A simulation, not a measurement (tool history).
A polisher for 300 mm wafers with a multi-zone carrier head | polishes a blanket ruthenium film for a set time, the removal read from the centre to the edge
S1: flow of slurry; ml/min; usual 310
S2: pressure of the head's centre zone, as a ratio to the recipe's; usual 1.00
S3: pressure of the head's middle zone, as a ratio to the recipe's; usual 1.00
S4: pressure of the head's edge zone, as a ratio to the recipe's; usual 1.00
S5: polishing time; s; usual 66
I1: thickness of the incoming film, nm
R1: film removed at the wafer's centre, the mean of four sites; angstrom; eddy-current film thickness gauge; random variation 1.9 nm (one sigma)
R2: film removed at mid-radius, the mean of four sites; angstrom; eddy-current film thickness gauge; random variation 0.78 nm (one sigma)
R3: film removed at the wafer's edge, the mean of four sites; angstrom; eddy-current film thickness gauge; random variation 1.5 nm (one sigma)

run 1 day=0.000 | S1=270 S2=1.00 S3=1.00 S4=1.00 S5=73 | I1=342.6 | R1=1314 R2=1328 R3=1326
run 2 day=2.192 | S1=270 S2=1.00 S3=1.00 S4=1.00 S5=73 | I1=337.5 | R1=1305 R2=1330 R3=1309
-- day=2.875 edge zone pressure recalibrated
-- day=5.962 slurry nozzle cleaned
-- day=6.500 carrier head's membrane replaced by a new one
-- day=7.500 worn pad replaced by a new one
run 3 day=8.733 | S1=275 S2=1.00 S3=1.04 S4=1.00 S5=66 | I1=335.6 | R1=1182 R2=1264 R3=1211
run 4 day=11.425 | S1=275 S2=1.00 S3=1.04 S4=1.00 S5=66 | I1=344.5 | R1=1165 R2=1255 R3=1204
run 5 day=13.346 | S1=275 S2=1.00 S3=1.04 S4=1.00 S5=66 | I1=337.8 | R1=1151 R2=1234 R3=1175
run 6 day=15.288 | S1=310 S2=1.00 S3=1.00 S4=0.94 S5=66 | I1=336.7 | R1=1129 R2=1183 R3=1131
run 7 day=17.367 | S1=310 S2=0.94 S3=1.00 S4=1.00 S5=66 | I1=339.6 | R1=1015 R2=1155 R3=1148
-- day=18.733 worn pad replaced by a new one
run 8 day=19.638 | S1=310 S2=0.95 S3=1.00 S4=1.00 S5=66 | I1=341.5 | R1=1133 R2=1250 R3=1244
run 9 day=20.662 | S1=250 S2=1.00 S3=1.00 S4=1.00 S5=66 | I1=338.9 | R1=1135 R2=1233 R3=1207
-- day=21.183 edge zone pressure recalibrated
run 10 day=21.754 | S1=310 S2=1.00 S3=1.00 S4=1.00 S5=66 | I1=341.8 | R1=1125 R2=1238 R3=1215
-- day=22.679 centre zone pressure recalibrated
-- day=23.500 slurry nozzle cleaned
run 11 day=27.971 | S1=395 S2=0.95 S3=1.00 S4=1.09 S5=66 | I1=335.4 | R1=1124 R2=1207 R3=1213
run 12 day=29.067 | S1=275 S2=1.08 S3=1.00 S4=1.06 S5=76 | I1=343.0 | R1=1394 R2=1332 R3=1372
-- day=30.188 worn pad replaced by a new one
run 13 day=31.154 | S1=310 S2=0.89 S3=0.97 S4=1.04 S5=78 | I1=342.2 | R1=1293 R2=1422 R3=1458
run 14 day=32.158 | S1=210 S2=0.96 S3=1.00 S4=1.00 S5=79 | I1=341.1 | R1=1339 R2=1438 R3=1439
run 15 day=35.138 | S1=220 S2=1.00 S3=1.00 S4=1.00 S5=53 | I1=342.7 | R1=936 R2=957 R3=944
-- day=35.575 edge zone pressure recalibrated
run 16 day=36.721 | S1=250 S2=1.00 S3=1.00 S4=1.00 S5=66 | I1=340.6 | R1=1169 R2=1177 R3=1185
run 17 day=38.375 | S1=310 S2=1.00 S3=0.90 S4=1.00 S5=66 | I1=333.4 | R1=1160 R2=1092 R3=1151
-- day=42.333 worn pad replaced by a new one
run 18 day=42.354 | S1=405 S2=1.04 S3=0.89 S4=1.00 S5=59 | I1=341.1 | R1=1149 R2=1037 R3=1114
run 19 day=44.079 | S1=310 S2=1.00 S3=1.00 S4=1.00 S5=66 | I1=340.9 | R1=1202 R2=1236 R3=1196
-- day=45.204 slurry nozzle cleaned
run 20 day=46.608 | S1=205 S2=1.00 S3=1.00 S4=1.00 S5=66 | I1=346.3 | R1=1135 R2=1191 R3=1179
run 21 day=48.146 | S1=310 S2=1.00 S3=1.00 S4=1.00 S5=66 | I1=342.9 | R1=1161 R2=1214 R3=1209

5 ways to go on from here, each from the tool as it stands after run 21. What would each give?
run A day=48.162 | S1=220 S2=1.00 S3=1.00 S4=1.00 S5=66 | I1=339.5 | R1=? R2=? R3=?
run B day=48.162 | S1=310 S2=1.00 S3=1.00 S4=1.06 S5=66 | I1=339.5 | R1=? R2=? R3=?
run C day=48.162 | S1=310 S2=0.97 S3=0.89 S4=1.00 S5=66 | I1=339.5 | R1=? R2=? R3=?
run D day=48.162 | S1=310 S2=1.00 S3=1.00 S4=1.00 S5=53 | I1=339.5 | R1=? R2=? R3=?
run E day=48.162 | S1=390 S2=0.90 S3=1.00 S4=1.00 S5=82 | I1=339.5 | R1=? R2=? R3=?

run=A R1=1142 R2=1189 R3=1172
run=B R1=1177 R2=1222 R3=1230
run=C R1=1141 R2=1109 R3=1198
run=D R1=945 R2=981 R3=961
run=E R1=1338 R2=1543 R3=1504
Without the tool's hidden state the same runs would have given:
run=A R1=1234 R2=1228 R3=1210
run=B R1=1271 R2=1262 R3=1270
run=C R1=1232 R2=1145 R3=1237
run=D R1=1021 R2=1013 R3=992
run=E R1=1445 R2=1593 R3=1553
